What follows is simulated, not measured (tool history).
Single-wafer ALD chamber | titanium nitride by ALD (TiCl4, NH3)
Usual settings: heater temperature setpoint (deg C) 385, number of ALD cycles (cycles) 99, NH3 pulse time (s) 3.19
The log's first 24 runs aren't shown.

| run | hour | heater temperature setpoint (deg C) | number of ALD cycles (cycles) | NH3 pulse time (s) | read-back reference wafer on the same gauge, thickness_nm | mean film thickness on the monitor wafer (Å) |
|---|---|---|---|---|---|---|
| 25 | 1551.4 | 394 | 110 | 2.66 | 2.289 | 24.60 |
| 26 | 1587.4 | 385 | 99 | 1.98 | 2.287 | 21.58 |
| 27 | 1628.0 | 373 | 106 | 2.38 | 2.287 | 23.21 |
| 28 | 1662.2 | 393 | 106 | 4.34 | 2.288 | 23.99 |
| 29 | 1717.8 | 389 | 114 | 3.19 | 2.286 | 25.43 |
| 30 | 1751.6 | 393 | 108 | 3.19 | 2.284 | 24.09 |
| 31 | 1811.8 | 385 | 99 | 3.19 | 2.283 | 21.92 |
| 32 | 1854.3 | 385 | 88 | 2.28 | 2.280 | 19.33 |
| 33 | 1917.8 | 378 | 106 | 3.56 | 2.279 | 23.70 |
| 34 | 1952.3 | 397 | 119 | 2.60 | 2.279 | 26.40 |
| 35 | 1977.7 | 391 | 111 | 4.00 | 2.276 | 24.80 |
| 36 | 2045.5 | 385 | 114 | 4.13 | 2.272 | 25.56 |
| 37 | 2091.1 | 385 | 99 | 3.19 | 2.270 | 21.94 |
| 38 | 2156.0 | 385 | 116 | 3.19 | 2.265 | 25.65 |
| 39 | 2188.3 | 385 | 111 | 3.19 | 2.265 | 24.45 |

3 ways to go on from here, each from the tool as it stands after run 39. What would each give?
| A | 2189.0 | 385 | 99 | 2.24 | ? | ? |
| B | 2189.0 | 390 | 99 | 3.19 | ? | ? |
| C | 2189.0 | 385 | 89 | 2.72 | ? | ? |

| run | read-back reference wafer on the same gauge, thickness_nm | mean film thickness on the monitor wafer (Å) |
|---|---|---|
| A | 2.264 | 21.52 |
| B | 2.264 | 21.86 |
| C | 2.264 | 19.49 |
Without the tool's hidden state the same runs would have given:
| run | mean film thickness on the monitor wafer (Å) |
|---|---|
| A | 21.76 |
| B | 22.11 |
| C | 19.71 |
